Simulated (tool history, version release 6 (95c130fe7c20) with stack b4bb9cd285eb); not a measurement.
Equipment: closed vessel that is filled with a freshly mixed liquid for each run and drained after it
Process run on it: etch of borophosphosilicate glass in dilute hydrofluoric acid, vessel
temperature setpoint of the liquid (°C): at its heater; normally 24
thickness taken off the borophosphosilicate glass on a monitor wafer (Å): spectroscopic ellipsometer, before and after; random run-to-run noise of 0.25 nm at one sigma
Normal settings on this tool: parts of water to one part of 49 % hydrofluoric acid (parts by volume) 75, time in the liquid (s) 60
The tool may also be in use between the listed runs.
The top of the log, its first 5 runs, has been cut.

| run | hour | temperature setpoint of the liquid (°C) | parts of water to one part of 49 % hydrofluoric acid (parts by volume) | time in the liquid (s) | wafers since the last listed run | hours since the thermometer was replaced | hours since the hydrofluoric acid flow meter was replaced | hours since the gauge calibration | read-back film thickness of the borophosphosilicate glass reference wafer, read on the same gauge (nm) | thickness taken off the borophosphosilicate glass on a monitor wafer (Å) |
|---|---|---|---|---|---|---|---|---|---|---|
|  | 221.1 | hydrofluoric acid flow meter replaced |
| 6 | 235.6 | 24 | 45 | 60 | 6866 | 1841.1 | 14.5 | 1429.7 | 80.02 | 730.4 |
| 7 | 287.7 | 24 | 45 | 60 | 5453 | 1893.2 | 66.6 | 1481.8 | 80.04 | 719.4 |
| 8 | 326.6 | 24 | 100 | 60 | 4071 | 1932.1 | 105.5 | 1520.7 | 80 | 304.6 |
| 9 | 364.7 | 24 | 75 | 60 | 3988 | 1970.2 | 143.6 | 1558.8 | 80.01 | 422.6 |
|  | 374.4 | gauge calibrated |
|  | 493.1 | thermometer replaced |
| 10 | 532.3 | 25.5 | 75 | 60 | 17438 | 39.2 | 311.2 | 157.9 | 80.05 | 427.7 |
| 11 | 572.1 | 25.5 | 75 | 60 | 4166 | 79 | 351 | 197.7 | 79.98 | 425.3 |
| 12 | 634.2 | 24 | 55 | 60 | 6500 | 141.1 | 413.1 | 259.8 | 79.98 | 562.8 |
|  | 678.8 | hydrofluoric acid flow meter replaced |
| 13 | 705.2 | 24 | 100 | 70 | 7327 | 212.1 | 26.4 | 330.8 | 80 | 342 |
| 14 | 741.6 | 24 | 75 | 60 | 3810 | 248.5 | 62.8 | 367.2 | 80.06 | 404.5 |
| 15 | 838.7 | 27 | 40 | 60 | 10163 | 345.6 | 159.9 | 464.3 | 79.98 | 889.6 |
| 16 | 884.4 | 24 | 105 | 60 | 4783 | 391.3 | 205.6 | 510 | 79.95 | 275.7 |
| 17 | 914.5 | 24 | 75 | 30 | 3150 | 421.4 | 235.7 | 540.1 | 80 | 202.1 |
| 18 | 979.3 | 24 | 75 | 70 | 6782 | 486.2 | 300.5 | 604.9 | 79.99 | 472.1 |
| 19 | 1039.2 | 24 | 75 | 60 | 6270 | 546.1 | 360.4 | 664.8 | 80.02 | 401.2 |
| 20 | 1081.1 | 27.5 | 60 | 75 | 4385 | 588 | 402.3 | 706.7 | 80 | 741.3 |
|  | 1142.2 | hydrofluoric acid flow meter replaced |
| 21 | 1142.7 | 24 | 75 | 60 | 6343 | 649.6 | 0.5 | 768.3 | 80.01 | 403.4 |
| 22 | 1212.4 | 26 | 75 | 75 | 7295 | 719.3 | 70.2 | 838 | 79.99 | 551.6 |
| 23 | 1273.5 | 24 | 40 | 50 | 6395 | 780.4 | 131.3 | 899.1 | 80.01 | 668.8 |
| 24 | 1310 | 28.5 | 75 | 60 | 3820 | 816.9 | 167.8 | 935.6 | 80.01 | 485.4 |
| 25 | 1347 | 24 | 35 | 60 | 3872 | 853.9 | 204.8 | 972.6 | 80 | 922.7 |
| 26 | 1375 | 24 | 75 | 60 | 2930 | 881.9 | 232.8 | 1000.6 | 79.99 | 409 |
| 27 | 1437.2 | 24 | 75 | 60 | 6510 | 944.1 | 295 | 1062.8 | 80.01 | 411.1 |
| 28 | 1472.9 | 24 | 75 | 35 | 3736 | 979.8 | 330.7 | 1098.5 | 80 | 240.5 |
|  | 1521.3 | hydrofluoric acid flow meter replaced |
| 29 | 1526.3 | 29 | 40 | 85 | 5484 | 1033.2 | 5 | 1151.9 | 80 | 1401.5 |
| 30 | 1564.2 | 24 | 75 | 60 | 3967 | 1071.1 | 42.9 | 1189.8 | 80 | 410.9 |

Alternative continuations, all from the tool just after run 30; predict every row:
| A | 1564.9 | 24 | 75 | 60 | 73 | 1071.8 | 43.6 | 1190.5 | ? | ? |
| B | 1564.9 | 21 | 90 | 30 | 73 | 1071.8 | 43.6 | 1190.5 | ? | ? |
| C | 1564.9 | 24 | 40 | 60 | 73 | 1071.8 | 43.6 | 1190.5 | ? | ? |
| D | 1564.9 | 24 | 75 | 90 | 73 | 1071.8 | 43.6 | 1190.5 | ? | ? |
| E | 1564.9 | 27.5 | 75 | 60 | 73 | 1071.8 | 43.6 | 1190.5 | ? | ? |

| run | read-back film thickness of the borophosphosilicate glass reference wafer, read on the same gauge (nm) | thickness taken off the borophosphosilicate glass on a monitor wafer (Å) |
|---|---|---|
| A | 80.01 | 408.5 |
| B | 80.01 | 148 |
| C | 80.01 | 802.6 |
| D | 80.01 | 612.8 |
| E | 80.01 | 469.2 |
What these runs would have given with no unlogged condition in the tool:
| run | thickness taken off the borophosphosilicate glass on a monitor wafer (Å) |
|---|---|
| A | 397.4 |
| B | 143.9 |
| C | 780 |
| D | 596 |
| E | 456.7 |

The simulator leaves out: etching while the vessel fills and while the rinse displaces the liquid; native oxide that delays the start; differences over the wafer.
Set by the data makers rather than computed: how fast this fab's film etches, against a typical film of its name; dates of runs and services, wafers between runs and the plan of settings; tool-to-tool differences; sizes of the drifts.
